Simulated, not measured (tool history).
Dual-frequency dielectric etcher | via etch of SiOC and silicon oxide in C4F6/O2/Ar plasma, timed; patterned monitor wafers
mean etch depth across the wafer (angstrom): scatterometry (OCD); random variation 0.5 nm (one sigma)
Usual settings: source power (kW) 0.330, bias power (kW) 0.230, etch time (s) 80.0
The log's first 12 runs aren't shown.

| run | day | source power (kW) | bias power (kW) | etch time (s) | wafers since the last listed run | hours since the last wet clean | hours since the last source power generator calibration | hours since the last bias power generator calibration | hours since the last upper electrode change | hours since the gauge calibration | read-back reference wafer on the same gauge, depth_nm | mean etch depth across the wafer (angstrom) |
|---|---|---|---|---|---|---|---|---|---|---|---|---|
|  | 9.112 | upper electrode replaced |
| 13 | 9.367 | 0.400 | 0.283 | 71.5 | 224 | 225.6 | 55.5 | 72.8 | 6.1 | 111.8 | 89.9 | 864 |
| 14 | 9.708 | 0.330 | 0.230 | 80.0 | 69 | 233.8 | 63.7 | 81.0 | 14.3 | 120.0 | 89.7 | 863 |
| 15 | 10.204 | 0.380 | 0.196 | 62.5 | 101 | 245.7 | 75.6 | 92.9 | 26.2 | 131.9 | 89.7 | 668 |
| 16 | 10.525 | 0.350 | 0.230 | 80.0 | 65 | 253.4 | 83.3 | 100.6 | 33.9 | 139.6 | 89.7 | 874 |
| 17 | 10.958 | 0.330 | 0.230 | 80.0 | 88 | 263.8 | 93.7 | 111.0 | 44.3 | 150.0 | 89.7 | 857 |
| 18 | 11.212 | 0.330 | 0.230 | 80.0 | 52 | 269.9 | 99.8 | 117.1 | 50.4 | 156.1 | 89.7 | 852 |
| 19 | 11.554 | 0.330 | 0.230 | 93.0 | 69 | 278.1 | 108.0 | 125.3 | 58.6 | 164.3 | 89.8 | 992 |
| 20 | 12.175 | 0.360 | 0.230 | 103.0 | 127 | 293.0 | 122.9 | 140.2 | 73.5 | 179.2 | 89.7 | 1136 |
|  | 13.450 | wet clean of the chamber |
| 21 | 13.471 | 0.290 | 0.230 | 80.0 | 60 | 0.5 | 154.0 | 171.3 | 104.6 | 210.3 | 89.7 | 825 |
| 22 | 14.854 | 0.330 | 0.277 | 80.0 | 283 | 33.7 | 187.2 | 204.5 | 137.8 | 243.5 | 89.8 | 912 |
| 23 | 15.242 | 0.370 | 0.209 | 97.0 | 79 | 43.0 | 196.5 | 213.8 | 147.1 | 252.8 | 89.7 | 1051 |
| 24 | 15.946 | 0.370 | 0.191 | 80.0 | 144 | 59.9 | 213.4 | 230.7 | 164.0 | 269.7 | 89.7 | 839 |
| 25 | 16.300 | 0.330 | 0.230 | 80.0 | 72 | 68.4 | 221.9 | 239.2 | 172.5 | 278.2 | 89.6 | 860 |
| 26 | 17.012 | 0.360 | 0.263 | 91.0 | 145 | 85.5 | 239.0 | 256.3 | 189.6 | 295.3 | 89.8 | 1050 |
| 27 | 18.075 | 0.330 | 0.273 | 98.5 | 217 | 111.0 | 264.5 | 281.8 | 215.1 | 320.8 | 89.6 | 1121 |
| 28 | 18.388 | 0.270 | 0.230 | 80.0 | 63 | 118.5 | 272.0 | 289.3 | 222.6 | 328.3 | 89.8 | 798 |
| 29 | 19.092 | 0.260 | 0.274 | 80.0 | 144 | 135.4 | 288.9 | 306.2 | 239.5 | 345.2 | 89.6 | 835 |
| 30 | 19.783 | 0.330 | 0.211 | 80.0 | 141 | 152.0 | 305.5 | 322.8 | 256.1 | 361.8 | 89.7 | 831 |
| 31 | 20.229 | 0.290 | 0.201 | 80.0 | 91 | 162.7 | 316.2 | 333.5 | 266.8 | 372.5 | 89.8 | 794 |

3 ways to go on from here, each from the tool as it stands after run 31. What would each give?
| A | 20.246 | 0.330 | 0.230 | 59.0 | 3 | 163.1 | 316.6 | 333.9 | 267.2 | 372.9 | ? | ? |
| B | 20.246 | 0.390 | 0.230 | 80.0 | 3 | 163.1 | 316.6 | 333.9 | 267.2 | 372.9 | ? | ? |
| C | 20.246 | 0.330 | 0.180 | 88.0 | 3 | 163.1 | 316.6 | 333.9 | 267.2 | 372.9 | ? | ? |

| run | read-back reference wafer on the same gauge, depth_nm | mean etch depth across the wafer (angstrom) |
|---|---|---|
| A | 89.7 | 633 |
| B | 89.7 | 907 |
| C | 89.7 | 879 |
Without the tool's hidden state the same runs would have given:
| run | mean etch depth across the wafer (angstrom) |
|---|---|
| A | 633 |
| B | 907 |
| C | 879 |
